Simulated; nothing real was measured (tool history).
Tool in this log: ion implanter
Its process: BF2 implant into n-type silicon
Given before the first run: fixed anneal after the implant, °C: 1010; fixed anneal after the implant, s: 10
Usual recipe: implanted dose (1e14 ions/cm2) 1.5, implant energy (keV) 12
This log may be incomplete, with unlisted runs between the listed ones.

run	day	implanted dose (1e14 ions/cm2)	implant energy (keV)	wafers since the last listed run	hours since the last dose calibration	hours since the extraction supply was calibrated	hours since the gauge calibration	read-back reference wafer on the same gauge, sheet resistance	sheet resistance of the implanted and annealed layer (ohm/square)
1	0	1.5	12	0	251.8	6243.7	260.7	622.52	736.97
2	0.988	1.5	12	625	275.5	6267.4	284.4	622.06	730.56
3	1.492	1.5	12	319	287.6	6279.5	296.5	622.18	725.91
4	2.438	1.79	12	599	310.3	6302.2	319.2	622.95	623.61
5	3.921	1.5	13.5	940	345.9	6337.8	354.8	622.21	713.69
6	4.542	1.5	9.5	393	360.8	6352.7	369.7	622.21	747.06
# day 4.825: gauge calibrated
7	7.358	1.5	12	1785	428.4	6420.3	60.8	622.24	717.02
8	8.246	1.5	12	562	449.7	6441.6	82.1	621.9	717.42
9	9.367	1.5	12	710	476.6	6468.5	109	621.79	719.05
10	10.833	1.5	12	929	511.8	6503.7	144.2	622.27	711.17
11	11.988	1.5	12	731	539.5	6531.4	171.9	621.72	710.19
12	12.612	1.5	12	396	554.5	6546.4	186.9	622.57	713.67
# day 13.396: Faraday cup replaced and dose calibrated
13	13.738	1.09	12	501	8.2	6573.4	213.9	621.98	966.72
# day 14.375: extraction supply calibrated
14	14.771	1.5	11	443	33	9.5	238.7	621.72	742.29
15	16.208	1.88	14	911	67.5	44	273.2	621.85	587.07
16	18.388	1.66	14.5	1381	119.8	96.3	325.5	621.49	656.03
17	19.242	1.66	15.5	541	140.3	116.8	346	621.5	647.33
# day 19.754: gauge calibrated
18	19.871	1.5	12	398	155.4	131.9	2.8	623.12	729.85
19	20.858	1.5	15.5	625	179.1	155.6	26.5	622.35	703.78
20	21.546	1.32	16	435	195.6	172.1	43	621.96	782.74
21	23.042	1.5	12	948	231.5	208	78.9	621.66	728.18
22	23.883	1.76	12	533	251.7	228.2	99.1	621.79	628.29
23	25.296	1.5	15	895	285.6	262.1	133	621.9	705.8
24	26.171	1.5	12	554	306.6	283.1	154	622.16	721.54
25	27.233	1.5	12	673	332.1	308.6	179.5	621.49	723.95

Results per run with the tool's hidden condition removed, run-to-run variation unchanged:
Unlogged tool condition in this case: deviation of the true dose from the Faraday cup's reading, %; deviation of the true energy from its setpoint, %; gauge reads high (%).
run	sheet resistance of the implanted and annealed layer (ohm/square)
1	739.25
2	734.02
3	730
4	628.17
5	721.25
6	755.65
7	730.58
8	732.75
9	736.77
10	731.94
11	733.64
12	738.78
13	968.55
14	743.82
15	588.54
16	658.55
17	650.28
18	733.59
19	708.14
20	788.19
21	734.73
22	634.65
23	714.82
24	731.86
25	735.86
